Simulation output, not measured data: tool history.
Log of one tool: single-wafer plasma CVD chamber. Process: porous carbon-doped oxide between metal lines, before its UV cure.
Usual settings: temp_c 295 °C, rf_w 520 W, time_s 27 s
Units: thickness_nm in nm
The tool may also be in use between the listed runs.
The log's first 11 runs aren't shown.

run,hour,temp_c,rf_w,time_s,wafers since the last listed run,hours since the last thermocouple change,hours since the last RF generator calibration,hours since the showerhead was replaced,hours since the gauge calibration,"read-back reference wafer on the same gauge, thickness_nm",thickness_nm
12,301.4,295,520,27,489,2560.7,2422,6606.7,53.9,186.472,162.131
13,337.3,295,520,27,745,2596.6,2457.9,6642.6,89.8,187.126,162.074
14,357.8,295,520,27,425,2617.1,2478.4,6663.1,110.3,186.843,162.722
15,373.2,295,520,27,319,2632.5,2493.8,6678.5,125.7,187.066,162.165
16,398.7,295,520,30.7,529,2658,2519.3,6704,151.2,187.004,183.534
17,500.6,302,445,32.2,2114,2759.9,2621.2,6805.9,253.1,186.98,158.033
18,519.2,295,520,27,386,2778.5,2639.8,6824.5,271.7,186.595,162.93
19,546,295,520,31.2,556,2805.3,2666.6,6851.3,298.5,187.476,187.389
20,578.2,295,590,27,668,2837.5,2698.8,6883.5,330.7,187.063,181.673
21,613.2,295,590,31,726,2872.5,2733.8,6918.5,365.7,187.103,207.415
# hour 632.2: thermocouple changed; heater temperature recalibrated
22,632.7,282,570,25,238,0.5,2753.3,6938,385.2,186.805,185.451
23,642.2,295,520,27,197,10,2762.8,6947.5,394.7,186.894,167.856
# hour 671.5: RF generator calibrated
24,672,295,450,24.2,452,39.8,0.5,6977.3,424.5,187.326,131.5
25,680.1,308,600,22.6,168,47.9,8.6,6985.4,432.6,187.086,145.806
# hour 719.5: showerhead replaced
# hour 744.1: gauge calibrated
# hour 772.6: thermocouple changed; heater temperature recalibrated, repeated, since the last time left the tool worse
26,773.1,310,560,27,1598,0.5,101.6,53.6,29,186.977,155.064
27,782.6,295,520,24.3,197,10,111.1,63.1,38.5,186.625,142.844
28,796.2,283,605,23.9,282,23.6,124.7,76.7,52.1,187.275,175.446
29,865,284,420,23,1427,92.4,193.5,145.5,120.9,186.758,117.727
30,889.5,295,520,27,508,116.9,218,170,145.4,187.332,158.716
31,914.2,300,450,29.7,512,141.6,242.7,194.7,170.1,187.002,147.714
32,932.4,291,490,24.1,377,159.8,260.9,212.9,188.3,186.7,139.131
33,966.1,303,520,30.3,699,193.5,294.6,246.6,222,186.57,169.041

5 ways to go on from here, each from the tool as it stands after run 33. What would each give?
A,966.5,295,520,24.1,8,193.9,295,247,222.4,?,?
B,966.5,295,585,25.3,8,193.9,295,247,222.4,?,?
C,966.5,306,580,28.7,8,193.9,295,247,222.4,?,?
D,966.5,283,545,27,8,193.9,295,247,222.4,?,?
E,966.5,280,595,24.3,8,193.9,295,247,222.4,?,?

run,"read-back reference wafer on the same gauge, thickness_nm",thickness_nm
A,186.57,142.511
B,186.57,165.475
C,186.57,172.872
D,186.57,180.31
E,186.57,179.384
Without the tool's hidden state the same runs would have given:
run,thickness_nm
A,142.092
B,164.989
C,172.397
D,179.741
E,178.806

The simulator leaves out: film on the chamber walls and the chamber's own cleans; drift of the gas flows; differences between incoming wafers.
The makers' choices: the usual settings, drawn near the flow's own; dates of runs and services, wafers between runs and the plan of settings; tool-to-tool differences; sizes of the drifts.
